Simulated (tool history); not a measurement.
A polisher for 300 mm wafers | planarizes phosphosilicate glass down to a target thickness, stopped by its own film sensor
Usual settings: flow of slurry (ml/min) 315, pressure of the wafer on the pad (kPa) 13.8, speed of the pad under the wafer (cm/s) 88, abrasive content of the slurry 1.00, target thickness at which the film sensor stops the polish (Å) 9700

run     day  flow of slurry (ml/min)  pressure of the wafer on the pad (kPa)  speed of the pad under the wafer (cm/s)  abrasive content of the slurry  target thickness at which the film sensor stops the polish (Å)  incoming thickness of the incoming film, nm  time until the film sensor stopped the polish (s)
  1   0.000                      315                                    13.8                                       72                            1.00                                                            9700                                       1491.1                                              140.9
      0.471  -- worn pad replaced by a new one
  2   0.571                      315                                    13.8                                       72                            1.00                                                            9700                                       1513.1                                              148.7
  3   1.029                      315                                    13.8                                       72                            1.00                                                            9700                                       1510.3                                              150.6
  4   1.508                      315                                    13.8                                       88                            1.00                                                            9700                                       1517.1                                              126.4
  5   2.125                      315                                    13.8                                       88                            1.00                                                            9700                                       1476.8                                              118.2
  6   2.621                      315                                    13.8                                       88                            1.00                                                            9700                                       1507.1                                              125.4
  7   3.333                      245                                    13.8                                       60                            1.00                                                            8000                                       1490.9                                              225.4
      3.696  -- head pressure recalibrated
  8   4.042                      315                                    13.8                                       88                            1.00                                                            9700                                       1477.4                                              124.2
  9   4.633                      355                                    13.8                                       88                            1.00                                                            9700                                       1494.6                                              123.6
 10   5.146                      405                                    13.8                                       80                            1.00                                                            8110                                       1497.8                                              171.1
      5.383  -- worn pad replaced by a new one
 11   5.533                      315                                    13.8                                       88                            1.00                                                            9700                                       1496.3                                              123.5
 12   6.104                      315                                    17.2                                       88                            0.70                                                            9700                                       1491.0                                              123.7
 13   8.271                      315                                    13.8                                       88                            1.00                                                            9700                                       1510.4                                              129.5
      8.408  -- conditioning disc replaced and pad reconditioned
      8.892  -- slurry blender recalibrated
 14   8.912                      415                                    13.8                                      110                            0.80                                                            9700                                       1515.8                                               94.9
 15   9.475                      315                                    13.8                                       70                            0.75                                                            8970                                       1524.6                                              171.6
      9.892  -- worn pad replaced by a new one
 16  10.133                      315                                    17.9                                       72                            1.00                                                            9700                                       1481.5                                               91.4
     10.442  -- slurry nozzle cleaned
 17  10.812                      315                                    16.5                                      102                            1.00                                                            8580                                       1493.7                                               98.3
 18  11.542                      315                                    17.9                                      112                            1.20                                                            9180                                       1508.4                                               70.3
 19  12.021                      215                                    13.8                                       66                            1.20                                                            8930                                       1510.8                                              158.8
 20  12.383                      315                                    13.8                                       88                            1.00                                                            9700                                       1509.0                                              114.0
 21  12.942                      315                                    13.8                                       78                            1.00                                                           10170                                       1475.3                                              106.0
 22  13.438                      315                                    15.9                                       88                            1.00                                                            9700                                       1499.2                                               98.2
     14.050  -- worn pad replaced by a new one
 23  14.071                      315                                    13.8                                       70                            0.75                                                            8970                                       1488.5                                              174.7
 24  14.475                      315                                    13.8                                       88                            1.00                                                            9700                                       1513.8                                              117.7
 25  15.088                      315                                    13.8                                       88                            1.00                                                           11510                                       1497.1                                               74.9
 26  15.592                      315                                    13.8                                       88                            1.25                                                            9700                                       1506.0                                              105.6

Forecast each of these 3 alternatives for the next run:
  A  15.612                      315                                    13.8                                       88                            1.15                                                            9700                                       1506.0                                                  ?
  B  15.612                      425                                    13.8                                       88                            1.00                                                            8690                                       1506.0                                                  ?
  C  15.612                      315                                    13.8                                       66                            1.00                                                            9700                                       1506.0                                                  ?

run  time until the film sensor stopped the polish (s)
  A                                              109.3
  B                                              135.5
  C                                              146.0
Without the tool's hidden state the same runs would have given:
run  time until the film sensor stopped the polish (s)
  A                                               96.9
  B                                              119.1
  C                                              128.4
